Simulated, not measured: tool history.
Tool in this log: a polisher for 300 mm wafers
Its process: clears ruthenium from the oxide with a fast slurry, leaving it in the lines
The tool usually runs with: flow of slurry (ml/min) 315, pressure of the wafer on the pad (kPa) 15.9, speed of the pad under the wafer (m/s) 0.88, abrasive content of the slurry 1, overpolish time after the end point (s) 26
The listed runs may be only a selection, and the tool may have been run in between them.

| run | hour | flow of slurry (ml/min) | pressure of the wafer on the pad (kPa) | speed of the pad under the wafer (m/s) | abrasive content of the slurry | overpolish time after the end point (s) | wafers since the last listed run | wafers polished on this pad | hours since the slurry nozzle was cleaned | hours since the head pressure was calibrated | hours since the slurry blender was calibrated | incoming thickness of the incoming film, nm | time until the end point was called (s) | dishing of a wide line in a test structure (Å) |
|---|---|---|---|---|---|---|---|---|---|---|---|---|---|---|
| 1 | 0 | 315 | 15.9 | 0.66 | 1 | 26 | 0 | 3545 | 93.2 | 545.1 | 493.6 | 232.6 | 94 | 432 |
| 2 | 37.3 | 315 | 15.9 | 0.74 | 1 | 26 | 305 | 3850 | 130.5 | 582.4 | 530.9 | 231.2 | 85.9 | 489 |
| 3 | 125.1 | 270 | 17.2 | 0.72 | 1 | 22 | 719 | 4570 | 218.3 | 670.2 | 618.7 | 229 | 81.9 | 428 |
| 4 | 217.6 | 315 | 15.9 | 0.88 | 1 | 13 | 757 | 5328 | 310.8 | 762.7 | 711.2 | 227.1 | 76.5 | 312 |
|  | 253.1 | slurry blender recalibrated |
| 5 | 410.8 | 400 | 15.9 | 0.88 | 1 | 26 | 1566 | 6895 | 504 | 955.9 | 157.7 | 229.6 | 76.2 | 532 |
|  | 419.2 | worn pad replaced by a new one |
|  | 430.4 | head pressure recalibrated |
| 6 | 504.6 | 260 | 15.9 | 0.88 | 1 | 26 | 719 | 683 | 597.8 | 74.2 | 251.5 | 225.6 | 78.9 | 506 |
| 7 | 574.7 | 315 | 15.9 | 0.88 | 1.3 | 14 | 574 | 1257 | 667.9 | 144.3 | 321.6 | 226.3 | 65.5 | 359 |
| 8 | 662.6 | 215 | 15.9 | 1.12 | 1 | 18 | 720 | 1977 | 755.8 | 232.2 | 409.5 | 233.9 | 67.1 | 446 |
| 9 | 722.6 | 235 | 18.6 | 0.88 | 1 | 35 | 491 | 2469 | 815.8 | 292.2 | 469.5 | 230 | 67.2 | 671 |
| 10 | 803.6 | 315 | 15.9 | 0.62 | 1 | 26 | 663 | 3133 | 896.8 | 373.2 | 550.5 | 230.2 | 95.9 | 435 |
|  | 822 | slurry nozzle cleaned |
| 11 | 846.5 | 380 | 11 | 0.76 | 1.25 | 26 | 343 | 3476 | 24.5 | 416.1 | 593.4 | 229.8 | 102.9 | 402 |
| 12 | 907.7 | 280 | 20.7 | 0.88 | 0.75 | 34 | 501 | 3978 | 85.7 | 477.3 | 654.6 | 229.1 | 73 | 625 |
| 13 | 958.1 | 315 | 15.9 | 0.88 | 1 | 26 | 412 | 4391 | 136.1 | 527.7 | 705 | 229.4 | 74.7 | 525 |
| 14 | 1061.6 | 315 | 17.2 | 0.88 | 1 | 26 | 848 | 5239 | 239.6 | 631.2 | 808.5 | 227.4 | 69 | 559 |
|  | 1117.6 | slurry blender recalibrated |
| 15 | 1158.5 | 315 | 11.7 | 0.88 | 1 | 26 | 777 | 6016 | 336.5 | 728.1 | 40.9 | 230.2 | 101.7 | 423 |
| 16 | 1207.3 | 385 | 15.9 | 0.88 | 1 | 39 | 399 | 6416 | 385.3 | 776.9 | 89.7 | 228 | 74.3 | 665 |
|  | 1246.5 | worn pad replaced by a new one |
| 17 | 1269.5 | 350 | 10.3 | 0.88 | 1 | 26 | 476 | 188 | 447.5 | 839.1 | 151.9 | 227.8 | 115.2 | 366 |
| 18 | 1331.6 | 315 | 15.9 | 0.88 | 1 | 26 | 508 | 697 | 509.6 | 901.2 | 214 | 230.8 | 76.4 | 508 |
|  | 1401.3 | head pressure recalibrated |
| 19 | 1617.5 | 315 | 15.9 | 0.88 | 1 | 26 | 2326 | 3023 | 795.5 | 216.2 | 499.9 | 230.8 | 76.6 | 490 |
| 20 | 1707.1 | 315 | 15.9 | 0.88 | 1 | 26 | 734 | 3758 | 885.1 | 305.8 | 589.5 | 232.1 | 76.7 | 530 |
| 21 | 1807.6 | 315 | 15.9 | 0.88 | 1 | 13 | 823 | 4581 | 985.6 | 406.3 | 690 | 231.8 | 75.9 | 308 |
|  | 1811.2 | slurry nozzle cleaned |
| 22 | 1885.3 | 315 | 19.3 | 0.88 | 1.25 | 18 | 628 | 5210 | 74.1 | 484 | 767.7 | 231.9 | 56.1 | 490 |
|  | 1917.2 | slurry blender recalibrated |
| 23 | 1933.7 | 315 | 15.9 | 0.88 | 1 | 26 | 380 | 5590 | 122.5 | 532.4 | 16.5 | 231 | 78.9 | 508 |
| 24 | 2015 | 315 | 15.9 | 0.88 | 0.7 | 16 | 666 | 6256 | 203.8 | 613.7 | 97.8 | 232 | 101.4 | 286 |
|  | 2045.4 | worn pad replaced by a new one |
| 25 | 2100.9 | 385 | 15.9 | 0.88 | 1 | 26 | 671 | 454 | 289.7 | 699.6 | 183.7 | 230.7 | 75.3 | 525 |
| 26 | 2187.6 | 315 | 11 | 1.16 | 0.9 | 20 | 710 | 1164 | 376.4 | 786.3 | 270.4 | 225.8 | 93.3 | 355 |
|  | 2236.9 | head pressure recalibrated |
| 27 | 2270.6 | 315 | 13.1 | 0.88 | 1 | 26 | 663 | 1828 | 459.4 | 33.7 | 353.4 | 229.5 | 91 | 470 |

Branching from run 27: 5 alternative next runs. What would each branch give?
| A | 2271 | 315 | 15.9 | 0.88 | 1 | 19 | 3 | 1831 | 459.8 | 34.1 | 353.8 | 229.4 | ? | ? |
| B | 2271 | 410 | 15.9 | 0.88 | 1 | 36 | 3 | 1831 | 459.8 | 34.1 | 353.8 | 229.4 | ? | ? |
| C | 2271 | 415 | 15.9 | 0.64 | 1.3 | 26 | 3 | 1831 | 459.8 | 34.1 | 353.8 | 229.4 | ? | ? |
| D | 2271 | 275 | 15.9 | 0.68 | 1 | 26 | 3 | 1831 | 459.8 | 34.1 | 353.8 | 229.4 | ? | ? |
| E | 2271 | 220 | 15.9 | 0.88 | 1.1 | 26 | 3 | 1831 | 459.8 | 34.1 | 353.8 | 229.4 | ? | ? |

| run | time until the end point was called (s) | dishing of a wide line in a test structure (Å) |
|---|---|---|
| A | 75.4 | 395 |
| B | 73.8 | 629 |
| C | 79.7 | 480 |
| D | 91.8 | 432 |
| E | 74.2 | 505 |
With no hidden state in the tool, these same runs would have given:
| run | time until the end point was called (s) | dishing of a wide line in a test structure (Å) |
|---|---|---|
| A | 75.4 | 395 |
| B | 73.8 | 629 |
| C | 79.7 | 480 |
| D | 91.8 | 432 |
| E | 74.2 | 505 |

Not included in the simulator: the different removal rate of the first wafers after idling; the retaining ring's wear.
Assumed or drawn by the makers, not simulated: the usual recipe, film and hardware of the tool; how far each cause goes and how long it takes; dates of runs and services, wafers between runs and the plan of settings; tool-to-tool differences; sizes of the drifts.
